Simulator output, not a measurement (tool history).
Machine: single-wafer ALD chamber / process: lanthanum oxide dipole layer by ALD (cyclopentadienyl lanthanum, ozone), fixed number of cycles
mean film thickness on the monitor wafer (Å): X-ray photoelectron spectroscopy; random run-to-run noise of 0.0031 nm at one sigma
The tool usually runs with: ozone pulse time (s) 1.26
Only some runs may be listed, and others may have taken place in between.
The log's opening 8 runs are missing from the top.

run	hour	ozone pulse time (s)	wafers since the last listed run	hours since the last thermocouple change	hours since the last ozone generator service	hours since the showerhead was replaced	hours since the gauge calibration	read-back reference wafer on the same gauge, thickness_nm	mean film thickness on the monitor wafer (Å)
9	407.4	1.26	406	1616.0	113.2	182.2	965.5	0.525	5.33
10	455.9	1.26	548	1664.5	161.7	230.7	1014.0	0.525	5.29
11	527.3	1.26	807	1735.9	233.1	302.1	1085.4	0.524	5.34
12	556.5	1.26	330	1765.1	262.3	331.3	1114.6	0.526	5.35
13	589.4	1.26	371	1798.0	295.2	364.2	1147.5	0.525	5.37
14	624.2	1.26	393	1832.8	330.0	399.0	1182.3	0.524	5.35
15	676.9	1.61	595	1885.5	382.7	451.7	1235.0	0.525	5.49
16	710.5	1.42	379	1919.1	416.3	485.3	1268.6	0.526	5.38
17	753.7	1.05	488	1962.3	459.5	528.5	1311.8	0.526	5.19
# hour 757.5: gauge calibrated
18	891.9	1.26	1562	2100.5	597.7	666.7	134.4	0.525	5.25
19	933.0	0.76	464	2141.6	638.8	707.8	175.5	0.524	4.89
# hour 973.9: thermocouple changed; heater temperature recalibrated
20	974.4	1.26	377	0.5	680.2	749.2	216.9	0.526	5.26
21	1005.7	1.56	353	31.8	711.5	780.5	248.2	0.524	5.40
22	1036.8	1.45	351	62.9	742.6	811.6	279.3	0.525	5.34
23	1093.9	1.55	645	120.0	799.7	868.7	336.4	0.524	5.44
24	1133.5	1.11	447	159.6	839.3	908.3	376.0	0.527	5.15
25	1158.7	1.10	284	184.8	864.5	933.5	401.2	0.525	5.14
26	1206.7	1.53	542	232.8	912.5	981.5	449.2	0.525	5.40
27	1259.0	0.84	591	285.1	964.8	1033.8	501.5	0.525	4.94
28	1301.9	1.73	484	328.0	1007.7	1076.7	544.4	0.526	5.41
29	1363.1	1.71	691	389.2	1068.9	1137.9	605.6	0.526	5.45
30	1413.8	1.26	573	439.9	1119.6	1188.6	656.3	0.524	5.26
31	1471.6	0.85	653	497.7	1177.4	1246.4	714.1	0.526	4.91
32	1535.4	1.68	721	561.5	1241.2	1310.2	777.9	0.524	5.39

For run 33, what comes out?
33	1583.6	0.97	544	609.7	1289.4	1358.4	826.1	?	?

read-back reference wafer on the same gauge, thickness_nm: 0.525
mean film thickness on the monitor wafer (Å): 4.99
Minus the tool's unlogged condition, the same run would have read mean film thickness on the monitor wafer (Å) 5.18.

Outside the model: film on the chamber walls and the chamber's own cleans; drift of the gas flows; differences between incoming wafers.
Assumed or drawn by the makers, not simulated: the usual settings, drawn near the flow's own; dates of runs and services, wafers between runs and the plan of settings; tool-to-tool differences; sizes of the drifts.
